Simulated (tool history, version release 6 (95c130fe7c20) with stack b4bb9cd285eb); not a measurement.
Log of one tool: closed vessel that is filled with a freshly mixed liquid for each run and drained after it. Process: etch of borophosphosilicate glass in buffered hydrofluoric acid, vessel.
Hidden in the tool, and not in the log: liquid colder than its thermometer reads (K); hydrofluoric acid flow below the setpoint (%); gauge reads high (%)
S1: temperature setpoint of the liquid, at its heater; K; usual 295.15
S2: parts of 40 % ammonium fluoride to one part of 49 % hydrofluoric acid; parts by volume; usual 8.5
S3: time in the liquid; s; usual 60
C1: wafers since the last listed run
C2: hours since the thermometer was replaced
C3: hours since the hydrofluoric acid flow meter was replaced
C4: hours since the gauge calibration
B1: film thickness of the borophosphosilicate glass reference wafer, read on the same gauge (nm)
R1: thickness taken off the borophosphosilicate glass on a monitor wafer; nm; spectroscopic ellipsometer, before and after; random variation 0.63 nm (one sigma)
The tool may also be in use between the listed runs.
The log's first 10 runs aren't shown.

run,hour,S1,S2,S3,C1,C2,C3,C4,B1,R1
11,113.1,295.15,8.5,85,1672,57.3,1553.5,299.2,39.99,158.64
12,160.4,295.15,6.5,60,4794,104.6,1600.8,346.5,39.98,146.32
13,168.5,293.15,9.5,60,821,112.7,1608.9,354.6,39.99,90.31
14,174.5,297.15,5.5,80,608,118.7,1614.9,360.6,40,253.79
15,182.2,295.15,11,60,780,126.4,1622.6,368.3,40.03,88.47
16,194.1,290.15,7,60,1206,138.3,1634.5,380.2,39.97,102.44
17,205.4,295.15,8.5,60,1145,149.6,1645.8,391.5,39.98,111.62
18,221,293.15,9.5,60,1581,165.2,1661.4,407.1,40,91.36

Run 19 comes next. What will it give?
19,228.8,295.15,7.5,50,790,173,1669.2,414.9,?,?

Run 19 gave B1 39.98, R1 105.07 nm.
Without the tool's hidden state the same run would have given R1 118.88 nm.
